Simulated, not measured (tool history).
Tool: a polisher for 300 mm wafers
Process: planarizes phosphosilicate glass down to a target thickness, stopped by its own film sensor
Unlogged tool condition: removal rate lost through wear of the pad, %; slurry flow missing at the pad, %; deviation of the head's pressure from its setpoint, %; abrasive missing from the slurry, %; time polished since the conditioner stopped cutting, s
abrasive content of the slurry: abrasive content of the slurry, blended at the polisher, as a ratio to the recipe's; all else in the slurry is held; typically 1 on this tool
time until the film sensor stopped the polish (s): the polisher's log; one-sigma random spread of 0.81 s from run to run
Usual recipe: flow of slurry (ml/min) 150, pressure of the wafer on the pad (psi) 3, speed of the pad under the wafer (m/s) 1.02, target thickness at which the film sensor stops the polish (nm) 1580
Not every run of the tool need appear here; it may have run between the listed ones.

| run | hour | flow of slurry (ml/min) | pressure of the wafer on the pad (psi) | speed of the pad under the wafer (m/s) | abrasive content of the slurry | target thickness at which the film sensor stops the polish (nm) | wafers since the last listed run | wafers polished on this pad | hours since the slurry nozzle was cleaned | hours since the head pressure was calibrated | hours since the slurry blender was calibrated | hours since the conditioning disc was replaced | incoming thickness of the incoming film, nm | time until the film sensor stopped the polish (s) |
|---|---|---|---|---|---|---|---|---|---|---|---|---|---|---|
| 1 | 0 | 150 | 3 | 1.02 | 0.8 | 1684 | 0 | 665 | 215.3 | 666.8 | 129.2 | 142.2 | 2120.3 | 71.3 |
| 2 | 14 | 150 | 3 | 1.02 | 0.8 | 1684 | 175 | 840 | 229.3 | 680.8 | 143.2 | 156.2 | 2043.7 | 58.6 |
| 3 | 21.8 | 150 | 3 | 0.74 | 1 | 1580 | 97 | 938 | 237.1 | 688.6 | 151 | 164 | 2066.7 | 87.6 |
|  | 38 | worn pad replaced by a new one |
|  | 39.7 | head pressure recalibrated |
| 4 | 40.2 | 150 | 3 | 0.74 | 1 | 1580 | 158 | 5 | 255.5 | 0.5 | 169.4 | 182.4 | 2059.1 | 78.3 |
| 5 | 46.9 | 150 | 3 | 1.02 | 1 | 1580 | 83 | 89 | 262.2 | 7.2 | 176.1 | 189.1 | 2100.1 | 66.7 |
| 6 | 61.6 | 150 | 3 | 1.02 | 1 | 1580 | 183 | 273 | 276.9 | 21.9 | 190.8 | 203.8 | 2060.9 | 62.1 |
| 7 | 75.7 | 150 | 3 | 1.02 | 1 | 1580 | 176 | 449 | 291 | 36 | 204.9 | 217.9 | 2068.8 | 63.1 |
|  | 83.6 | conditioning disc replaced and pad reconditioned |
| 8 | 89.1 | 150 | 3 | 1.02 | 1 | 1580 | 142 | 592 | 304.4 | 49.4 | 218.3 | 5.5 | 2094.1 | 66.2 |
| 9 | 102.4 | 150 | 3 | 0.74 | 1 | 1580 | 166 | 758 | 317.7 | 62.7 | 231.6 | 18.8 | 2108.1 | 85.5 |
| 10 | 111.8 | 150 | 3.5 | 1.3 | 0.9 | 1446 | 117 | 876 | 327.1 | 72.1 | 241 | 28.2 | 2071.6 | 63.6 |
| 11 | 118.9 | 150 | 3 | 0.92 | 1 | 1580 | 88 | 965 | 334.2 | 79.2 | 248.1 | 35.3 | 2053.6 | 65.3 |
|  | 126.3 | worn pad replaced by a new one |
|  | 128.6 | slurry nozzle cleaned |
| 12 | 135.8 | 150 | 3 | 0.74 | 1 | 1580 | 148 | 106 | 7.2 | 96.1 | 265 | 52.2 | 2084.1 | 80 |
| 13 | 146.5 | 200 | 3 | 1.02 | 0.8 | 1580 | 133 | 240 | 17.9 | 106.8 | 275.7 | 62.9 | 2115.2 | 73.8 |
| 14 | 155.9 | 150 | 3 | 1.02 | 0.85 | 1580 | 117 | 357 | 27.3 | 116.2 | 285.1 | 72.3 | 2074.6 | 70.1 |
| 15 | 197.6 | 165 | 3 | 0.8 | 1.15 | 1419 | 521 | 879 | 69 | 157.9 | 326.8 | 114 | 2076.2 | 95.6 |
| 16 | 210.5 | 150 | 3 | 0.74 | 1 | 1580 | 161 | 1040 | 81.9 | 170.8 | 339.7 | 126.9 | 2119.1 | 89.8 |
|  | 215.5 | slurry blender recalibrated |
|  | 231 | worn pad replaced by a new one |
| 17 | 231.5 | 175 | 3.5 | 0.84 | 1 | 1580 | 187 | 6 | 102.9 | 191.8 | 16 | 147.9 | 2082.9 | 65.6 |
| 18 | 276.4 | 115 | 3 | 1.02 | 1 | 1635 | 561 | 568 | 147.8 | 236.7 | 60.9 | 192.8 | 2056 | 57.3 |
| 19 | 287.5 | 130 | 3.3 | 1.02 | 1 | 1580 | 138 | 707 | 158.9 | 247.8 | 72 | 203.9 | 2082.2 | 62.9 |
| 20 | 296.6 | 150 | 3.9 | 1.02 | 1 | 1476 | 113 | 821 | 168 | 256.9 | 81.1 | 213 | 2106 | 69 |
| 21 | 308.6 | 175 | 3 | 1.18 | 1.2 | 1580 | 150 | 971 | 180 | 268.9 | 93.1 | 225 | 2044.5 | 48.9 |
| 22 | 316.6 | 125 | 3 | 1.02 | 1 | 1580 | 100 | 1071 | 188 | 276.9 | 101.1 | 233 | 2073.6 | 65.7 |
|  | 321.6 | worn pad replaced by a new one |
|  | 330.9 | conditioning disc replaced and pad reconditioned |
| 23 | 332.7 | 150 | 3 | 1.26 | 0.7 | 1715 | 126 | 113 | 204.1 | 293 | 117.2 | 1.8 | 2099 | 55 |
| 24 | 346.2 | 150 | 2.1 | 1.02 | 1 | 1695 | 168 | 282 | 217.6 | 306.5 | 130.7 | 15.3 | 2080.9 | 66.6 |

5 ways to go on from here, each from the tool as it stands after run 24. What would each give?
| A | 346.6 | 150 | 3 | 1.02 | 1 | 1580 | 5 | 287 | 218 | 306.9 | 131.1 | 15.7 | 2045.7 | ? |
| B | 346.6 | 150 | 3 | 1.02 | 1.25 | 1580 | 5 | 287 | 218 | 306.9 | 131.1 | 15.7 | 2045.7 | ? |
| C | 346.6 | 150 | 3 | 1.26 | 1 | 1477 | 5 | 287 | 218 | 306.9 | 131.1 | 15.7 | 2045.7 | ? |
| D | 346.6 | 150 | 3 | 1.02 | 1 | 1484 | 5 | 287 | 218 | 306.9 | 131.1 | 15.7 | 2045.7 | ? |
| E | 346.6 | 125 | 2.2 | 1.02 | 1 | 1535 | 5 | 287 | 218 | 306.9 | 131.1 | 15.7 | 2045.7 | ? |

| run | time until the film sensor stopped the polish (s) |
|---|---|
| A | 60.8 |
| B | 54.3 |
| C | 63.5 |
| D | 73.3 |
| E | 86.2 |
What these runs would have given with no unlogged condition in the tool:
| run | time until the film sensor stopped the polish (s) |
|---|---|
| A | 59.7 |
| B | 53.4 |
| C | 62.4 |
| D | 72 |
| E | 84.7 |
